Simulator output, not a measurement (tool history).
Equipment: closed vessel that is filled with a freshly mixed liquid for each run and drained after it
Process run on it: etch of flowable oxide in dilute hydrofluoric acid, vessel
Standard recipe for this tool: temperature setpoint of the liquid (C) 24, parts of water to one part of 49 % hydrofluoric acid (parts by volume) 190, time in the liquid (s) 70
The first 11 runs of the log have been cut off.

run	day	temperature setpoint of the liquid (C)	parts of water to one part of 49 % hydrofluoric acid (parts by volume)	time in the liquid (s)	wafers since the last listed run	hours since the thermometer was replaced	hours since the hydrofluoric acid flow meter was replaced	hours since the gauge calibration	read-back film thickness of the flowable oxide reference wafer, read on the same gauge (nm)	thickness taken off the flowable oxide on a monitor wafer (nm)
12	31.192	24	190	40	11758	1272.6	311	1005.3	90.01	9.87
# day 35.4: hydrofluoric acid flow meter replaced
13	36.483	21	165	70	14082	1399.6	26	1132.3	89.98	17.88
14	38.071	21	165	70	4258	1437.7	64.1	1170.4	89.97	17.84
15	40.804	21	165	70	7332	1503.3	129.7	1236	89.99	18.09
16	47.246	24	190	70	17279	1657.9	284.3	1390.6	90.02	17.55
17	51.5	22.5	220	45	11411	1760	386.4	1492.7	90.01	8.95
# day 54.271: hydrofluoric acid flow meter replaced
18	55.4	28	105	100	10349	1853.6	27.1	1586.3	89.99	57.26
# day 55.833: gauge calibrated
19	59.492	29	140	85	10975	1951.8	125.3	87.8	90	36.75
20	63.325	19.5	250	60	10282	2043.8	217.3	179.8	89.98	9.2
21	66.342	19	165	70	8092	2116.2	289.7	252.2	90.01	17.55
22	70.721	24	190	45	11746	2221.3	394.8	357.3	90.01	11.82
23	73.146	24	255	70	6504	2279.5	453	415.5	90	12.72
# day 75.858: hydrofluoric acid flow meter replaced
24	76.346	19.5	115	70	8472	2356.3	11.7	492.3	89.97	26.31
25	79.029	24	190	70	7197	2420.7	76.1	556.7	89.98	17.85
# day 79.296: thermometer replaced
26	82.917	24	120	45	10316	86.9	169.4	650	89.98	17.72

Estimate the outcome of run 27 from the log above:
27	86.317	24	190	60	9120	168.5	251	731.6	?	?

read-back film thickness of the flowable oxide reference wafer, read on the same gauge (nm): 90.01
thickness taken off the flowable oxide on a monitor wafer (nm): 13.88
With the hidden condition absent and the run-to-run variation left alone, this run would have shown thickness taken off the flowable oxide on a monitor wafer (nm) 13.31.
